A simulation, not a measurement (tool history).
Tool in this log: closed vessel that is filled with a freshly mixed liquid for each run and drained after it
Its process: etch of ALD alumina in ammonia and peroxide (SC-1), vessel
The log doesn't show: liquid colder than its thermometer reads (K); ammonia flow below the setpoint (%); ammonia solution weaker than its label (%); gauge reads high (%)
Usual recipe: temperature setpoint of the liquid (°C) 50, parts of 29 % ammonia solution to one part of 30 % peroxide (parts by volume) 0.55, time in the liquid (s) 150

run    hour  temperature setpoint of the liquid (°C)  parts of 29 % ammonia solution to one part of 30 % peroxide (parts by volume)  time in the liquid (s)  wafers since the last listed run  hours since the thermometer was replaced  hours since the ammonia flow meter was replaced  hours since the drum of ammonia solution was connected  hours since the gauge calibration  read-back film thickness of the ALD alumina reference wafer, read on the same gauge (nm)  thickness taken off the ALD alumina on a monitor wafer (nm)
  1       0                                       50                                                                           0.55                     150                                 0                                     485.6                                            429.4                                                   124.9                              628.5                                                                                        80                                                         6.17
  2    52.7                                       50                                                                           0.55                     150                              6006                                     538.3                                            482.1                                                   177.6                              681.2                                                                                     80.01                                                         6.06
  3    96.8                                       50                                                                           0.55                     150                              5026                                     582.4                                            526.2                                                   221.7                              725.3                                                                                     80.02                                                          6.1
  4   153.1                                       50                                                                           0.55                     150                              6416                                     638.7                                            582.5                                                     278                              781.6                                                                                     80.01                                                         6.11
      167.6  -- thermometer replaced
  5   196.8                                       50                                                                           0.55                     150                              4866                                      29.2                                            626.2                                                   321.7                              825.3                                                                                     79.99                                                          6.2
  6   254.5                                       50                                                                           0.55                     150                              6576                                      86.9                                            683.9                                                   379.4                                883                                                                                     80.02                                                         6.04
  7   282.8                                       50                                                                           0.55                     120                              3225                                     115.2                                            712.2                                                   407.7                              911.3                                                                                        80                                                          4.8
  8     334                                       50                                                                           0.55                     120                              5835                                     166.4                                            763.4                                                   458.9                              962.5                                                                                     80.01                                                         4.85
      400.8  -- new drum of ammonia solution connected
  9   402.9                                       50                                                                           0.55                     150                              7738                                     235.3                                            832.3                                                     2.1                             1031.4                                                                                     80.01                                                         6.12
      415.9  -- gauge calibrated
 10   430.2                                       50                                                                           0.55                     150                              3111                                     262.6                                            859.6                                                    29.4                               14.3                                                                                        80                                                         6.06
 11   459.1                                       50                                                                            0.4                     150                              3293                                     291.5                                            888.5                                                    58.3                               43.2                                                                                     79.98                                                         5.95
 12   504.6                                       50                                                                            0.4                     150                              5185                                       337                                              934                                                   103.8                               88.7                                                                                     79.99                                                         5.95
      549.1  -- ammonia flow meter replaced
 13   575.1                                       50                                                                           0.55                     150                              7920                                     407.5                                               26                                                   174.3                              159.2                                                                                        80                                                         6.02
 14   602.6                                       50                                                                           0.55                     150                              3134                                       435                                             53.5                                                   201.8                              186.7                                                                                     80.02                                                         6.09
 15   637.3                                       57                                                                           0.85                      85                              3954                                     469.7                                             88.2                                                   236.5                              221.4                                                                                     79.99                                                         5.21
 16   668.7                                     43.5                                                                           0.35                     150                              3578                                     501.1                                            119.6                                                   267.9                              252.8                                                                                        80                                                         4.03
      710.2  -- thermometer replaced
 17   723.8                                     53.5                                                                           0.55                      90                              6165                                      13.6                                            174.7                                                     323                              307.9                                                                                     79.99                                                         4.41
 18   753.7                                       50                                                                           0.55                     150                              3407                                      43.5                                            204.6                                                   352.9                              337.8                                                                                     80.01                                                         6.18
 19   800.5                                       50                                                                           0.55                     150                              5333                                      90.3                                            251.4                                                   399.7                              384.6                                                                                     80.02                                                         6.07
 20     850                                       57                                                                            0.3                     150                              5641                                     139.8                                            300.9                                                   449.2                              434.1                                                                                        80                                                         8.25
 21   918.9                                       47                                                                           0.55                     150                              7852                                     208.7                                            369.8                                                   518.1                                503                                                                                        80                                                          5.1
      934.6  -- new drum of ammonia solution connected
 22   988.1                                       50                                                                           0.55                     150                              7772                                     277.9                                              439                                                    53.5                              572.2                                                                                     79.98                                                         6.08
 23  1114.6                                       41                                                                           0.45                     195                             14417                                     404.4                                            565.5                                                     180                              698.7                                                                                        80                                                         4.61

Forecast run 24:
 24  1162.2                                       44                                                                           0.55                     125                              5424                                       452                                            613.1                                                   227.6                              746.3                                                                                         ?                                                            ?

{"run 24": {"read-back film thickness of the ALD alumina reference wafer, read on the same gauge (nm)": 80.01, "thickness taken off the ALD alumina on a monitor wafer (nm)": 3.6}}
Had the tool carried no hidden state, the very same run would have given thickness taken off the ALD alumina on a monitor wafer (nm) 3.6.
